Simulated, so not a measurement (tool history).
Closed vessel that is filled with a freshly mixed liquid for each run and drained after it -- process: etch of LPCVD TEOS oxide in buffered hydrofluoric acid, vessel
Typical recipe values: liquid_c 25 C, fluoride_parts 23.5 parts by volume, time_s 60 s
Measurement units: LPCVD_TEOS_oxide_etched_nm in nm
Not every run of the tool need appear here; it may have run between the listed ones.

run,day,liquid_c,fluoride_parts,time_s,"read-back film thickness of the LPCVD TEOS oxide reference wafer, read on the same gauge (nm)",LPCVD_TEOS_oxide_etched_nm
1,0,25,23.5,60,100.57,53.07
2,0.75,25,23.5,60,100.65,53.38
3,1.742,25,23.5,60,100.81,53.5
4,2.833,25,23.5,60,100.91,53.5
5,3.792,25,23.5,60,100.96,53.3
6,4.383,25,23.5,60,100.99,53.23
# day 5: hydrofluoric acid flow meter replaced
7,5.617,28,29,60,101.02,54.31
8,6.692,25,17.5,60,101.11,67.97
9,7.621,21,23.5,60,101.13,42.8

The next listed run, before its measurement:
10,9.067,25,23.5,60,?,?

read-back film thickness of the LPCVD TEOS oxide reference wafer, read on the same gauge (nm): 101.19
LPCVD_TEOS_oxide_etched_nm: 53.41 nm
The same run, on a tool lacking any hidden state, would have yielded LPCVD_TEOS_oxide_etched_nm 52.79 nm.
